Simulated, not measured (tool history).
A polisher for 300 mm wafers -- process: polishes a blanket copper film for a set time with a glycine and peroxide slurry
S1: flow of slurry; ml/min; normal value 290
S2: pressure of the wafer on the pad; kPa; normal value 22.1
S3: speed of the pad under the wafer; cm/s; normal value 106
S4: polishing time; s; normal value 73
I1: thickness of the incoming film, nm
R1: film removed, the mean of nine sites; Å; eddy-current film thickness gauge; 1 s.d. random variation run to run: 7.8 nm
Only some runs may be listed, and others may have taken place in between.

run   hour   S1    S2   S3  S4      I1    R1
  1    0.0  290  22.1  106  73  1461.8  5291
  2   25.7  290  22.1  106  73  1441.1  5210
  3   43.8  290  22.1  106  73  1468.5  5319
      48.9  -- slurry nozzle cleaned
      69.6  -- worn pad replaced by a new one
  4  136.0  290  22.1  106  73  1455.3  5270
  5  167.6  290  22.1  106  73  1452.0  5315
  6  193.0  290  22.1  106  73  1446.7  5122
  7  214.9  290  22.1  106  73  1448.1  5119
     231.2  -- worn pad replaced by a new one
  8  236.2  290  22.1  106  73  1450.0  5225
  9  262.9  290  22.1   76  73  1460.7  4082
 10  289.8  290  22.1   76  73  1482.2  4081
     306.6  -- head pressure recalibrated
 11  319.1  290  22.1  106  73  1432.0  4982
 12  340.6  290  22.1  106  73  1432.6  4934
 13  359.8  290  22.1  106  73  1476.6  5026
 14  386.0  290  22.1  106  73  1480.2  4877
     396.1  -- worn pad replaced by a new one
 15  403.4  290  22.1  106  73  1445.8  4882
     406.1  -- slurry nozzle cleaned
 16  430.3  380  29.6  106  73  1441.6  6450
 17  459.1  290  22.1  106  60  1438.3  3973
     464.5  -- head pressure recalibrated, repeated, since the last time left the tool worse
 18  474.6  290  29.0  106  73  1459.0  6932
 19  502.7  290  22.1  106  89  1456.8  6615
 20  515.4  290  28.3  106  64  1449.7  6008
 21  538.5  380  18.6   72  73  1454.5  3650
     550.6  -- worn pad replaced by a new one
 22  562.7  265  20.0  138  62  1443.9  5181
 23  587.1  370  22.1   86  80  1453.0  5127
 24  620.4  385  15.2   82  73  1436.4  3383
 25  649.4  225  22.1  130  73  1459.0  6079
 26  679.4  290  22.1  106  73  1459.6  5247
 27  695.3  290  22.1  106  73  1456.5  5237
     700.2  -- worn pad replaced by a new one
 28  728.3  290  22.1   70  73  1452.4  3957
 29  745.0  290  15.2   96  61  1477.7  3107

Below are 4 alternative next runs, each starting from the tool's condition after run 29. Predict each:
  A  745.5  260  22.1  106  73  1462.5   ?
  B  745.5  290  26.2  106  83  1462.5   ?
  C  745.5  330  22.1  106  73  1462.5   ?
  D  745.5  290  27.6  106  94  1462.5   ?

run    R1
  A  5125
  B  6831
  C  5250
  D  8090
Take away the tool's hidden state, keep each run's random variation, and the runs would have read:
run    R1
  A  5338
  B  7123
  C  5469
  D  8437
